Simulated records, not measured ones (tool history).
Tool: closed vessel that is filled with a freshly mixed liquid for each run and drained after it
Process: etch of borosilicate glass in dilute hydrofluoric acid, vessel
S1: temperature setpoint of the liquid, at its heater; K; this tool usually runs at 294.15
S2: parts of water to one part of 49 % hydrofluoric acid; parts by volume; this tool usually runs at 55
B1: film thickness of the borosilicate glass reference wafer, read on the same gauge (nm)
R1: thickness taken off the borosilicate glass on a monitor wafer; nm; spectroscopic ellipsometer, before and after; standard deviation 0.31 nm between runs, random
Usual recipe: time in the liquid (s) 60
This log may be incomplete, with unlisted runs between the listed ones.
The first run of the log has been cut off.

Run 2, hour 18.4: usual settings; B1 80. Result: R1 33.43 nm.
Run 3, hour 42: usual settings; B1 79.97. Result: R1 33.45 nm.
Run 4, hour 61: usual settings but S2 65 parts by volume; B1 80.03. Result: R1 27.73 nm.
Run 5, hour 81.4: usual settings but S2 65 parts by volume; B1 80.04. Result: R1 27.89 nm.
Run 6, hour 105.4: usual settings but time in the liquid (s) 45; B1 80. Result: R1 24.81 nm.
Run 7, hour 118.1: usual settings but time in the liquid (s) 45; B1 80.01. Result: R1 25.04 nm.
Run 8, hour 209.5: usual settings but time in the liquid (s) 45; B1 80. Result: R1 25.57 nm.
Run 9, hour 229.4: usual settings; B1 80. Result: R1 33 nm.
Run 10, hour 245.6: usual settings; B1 79.94. Result: R1 32.97 nm.
Run 11, hour 263.6: usual settings; B1 79.98. Result: R1 33.16 nm.
Run 12, hour 279.7: usual settings but time in the liquid (s) 35; B1 80.01. Result: R1 19.88 nm.
Run 13, hour 303.4: usual settings; B1 79.98. Result: R1 33.73 nm.
At hour 305.1: thermometer replaced.
Run 14, hour 316.5: usual settings but S1 290.15 K, time in the liquid (s) 30; B1 80.02. Result: R1 14.35 nm.
Run 15, hour 339.8: usual settings but S1 290.15 K, time in the liquid (s) 70; B1 80. Result: R1 32.9 nm.
Run 16, hour 354.6: usual settings but S1 297.65 K, S2 65 parts by volume, time in the liquid (s) 35; B1 80. Result: R1 19.1 nm.
Run 17, hour 385.6: usual settings but S1 299.15 K; B1 79.97. Result: R1 41.54 nm.
At hour 394.8: hydrofluoric acid flow meter replaced.
Run 18, hour 420.1: usual settings but S1 296.15 K, S2 40 parts by volume, time in the liquid (s) 80; B1 79.96. Result: R1 64.25 nm.

Predict the results of run 19:
Run 19, hour 453.3: usual settings; B1 ?. Result: R1 ?.

B1: 80.01
R1: 31.8 nm
With no hidden state in the tool, this same run would have given R1 31.59 nm.

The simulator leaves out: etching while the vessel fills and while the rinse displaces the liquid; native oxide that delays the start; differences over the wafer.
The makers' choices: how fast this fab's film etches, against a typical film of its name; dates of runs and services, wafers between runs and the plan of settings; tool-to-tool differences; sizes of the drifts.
